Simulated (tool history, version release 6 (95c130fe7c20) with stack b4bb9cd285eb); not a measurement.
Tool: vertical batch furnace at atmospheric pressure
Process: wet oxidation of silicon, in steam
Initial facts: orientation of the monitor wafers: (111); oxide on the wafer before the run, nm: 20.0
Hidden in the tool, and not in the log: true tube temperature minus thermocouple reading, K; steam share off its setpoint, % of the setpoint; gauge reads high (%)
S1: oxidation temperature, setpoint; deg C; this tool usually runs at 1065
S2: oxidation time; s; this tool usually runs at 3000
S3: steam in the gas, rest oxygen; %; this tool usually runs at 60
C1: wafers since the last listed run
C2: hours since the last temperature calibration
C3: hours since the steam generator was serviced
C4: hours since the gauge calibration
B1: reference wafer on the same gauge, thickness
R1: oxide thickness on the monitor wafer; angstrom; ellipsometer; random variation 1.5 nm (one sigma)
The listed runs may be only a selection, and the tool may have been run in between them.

{"run": 1, "day": 0.0, "S1": 1047, "S2": 2130, "S3": 60, "C1": 0, "C2": 3314.7, "C3": 701.0, "C4": 1754.1, "B1": 461.22, "R1": 3160.8}
{"run": 2, "day": 3.021, "S1": 1047, "S2": 2130, "S3": 60, "C1": 542, "C2": 3387.2, "C3": 773.5, "C4": 1826.6, "B1": 460.99, "R1": 3143.4}
{"run": 3, "day": 5.367, "S1": 1065, "S2": 3000, "S3": 60, "C1": 421, "C2": 3443.5, "C3": 829.8, "C4": 1882.9, "B1": 460.83, "R1": 4153.6}
{"run": 4, "day": 9.667, "S1": 1065, "S2": 3000, "S3": 60, "C1": 772, "C2": 3546.7, "C3": 933.0, "C4": 1986.1, "B1": 460.65, "R1": 4171.6}
{"run": 5, "day": 14.125, "S1": 1065, "S2": 3000, "S3": 60, "C1": 800, "C2": 3653.7, "C3": 1040.0, "C4": 2093.1, "B1": 461.43, "R1": 4146.3}
{"run": 6, "day": 17.275, "S1": 1065, "S2": 3000, "S3": 66, "C1": 565, "C2": 3729.3, "C3": 1115.6, "C4": 2168.7, "B1": 460.89, "R1": 4370.1}
{"run": 7, "day": 21.433, "S1": 1065, "S2": 3000, "S3": 66, "C1": 746, "C2": 3829.1, "C3": 1215.4, "C4": 2268.5, "B1": 461.19, "R1": 4379.4}
{"run": 8, "day": 24.558, "S1": 1065, "S2": 3000, "S3": 66, "C1": 561, "C2": 3904.1, "C3": 1290.4, "C4": 2343.5, "B1": 461.08, "R1": 4346.1}
{"run": 9, "day": 26.258, "S1": 1046, "S2": 2100, "S3": 60, "C1": 305, "C2": 3944.9, "C3": 1331.2, "C4": 2384.3, "B1": 461.2, "R1": 3095.2}
{"run": 10, "day": 30.446, "S1": 1046, "S2": 2100, "S3": 60, "C1": 752, "C2": 4045.4, "C3": 1431.7, "C4": 2484.8, "B1": 461.01, "R1": 3094.1}
{"day": 32.075, "done": "steam generator serviced"}
{"run": 11, "day": 33.004, "S1": 1065, "S2": 3000, "S3": 54, "C1": 279, "C2": 4106.8, "C3": 22.3, "C4": 2546.2, "B1": 460.69, "R1": 4001.2}
{"run": 12, "day": 36.229, "S1": 1065, "S2": 3000, "S3": 54, "C1": 579, "C2": 4184.2, "C3": 99.7, "C4": 2623.6, "B1": 460.83, "R1": 3977.1}
{"run": 13, "day": 39.279, "S1": 1065, "S2": 3000, "S3": 64, "C1": 547, "C2": 4257.4, "C3": 172.9, "C4": 2696.8, "B1": 461.23, "R1": 4364.3}
{"day": 41.454, "done": "thermocouples replaced and temperature profile calibrated"}
{"run": 14, "day": 41.475, "S1": 1065, "S2": 3000, "S3": 64, "C1": 214, "C2": 0.5, "C3": 225.6, "C4": 2749.5, "B1": 460.84, "R1": 4372.3}
{"day": 45.688, "done": "gauge calibrated"}
{"run": 15, "day": 48.45, "S1": 1058, "S2": 2520, "S3": 66, "C1": 1252, "C2": 167.9, "C3": 393.0, "C4": 66.3, "B1": 461.22, "R1": 3899.9}
{"run": 16, "day": 51.104, "S1": 1065, "S2": 2100, "S3": 60, "C1": 476, "C2": 231.6, "C3": 456.7, "C4": 130.0, "B1": 461.07, "R1": 3419.8}

Run 17 is up next; what results do you expect?
{"run": 17, "day": 53.683, "S1": 1065, "S2": 3000, "S3": 54, "C1": 463, "C2": 293.5, "C3": 518.6, "C4": 191.9, "B1": "?", "R1": "?"}

Run 17 came out at B1 461.03, R1 3913.3 angstrom.
Minus the tool's unlogged condition, the same run would have read R1 3978.7 angstrom.

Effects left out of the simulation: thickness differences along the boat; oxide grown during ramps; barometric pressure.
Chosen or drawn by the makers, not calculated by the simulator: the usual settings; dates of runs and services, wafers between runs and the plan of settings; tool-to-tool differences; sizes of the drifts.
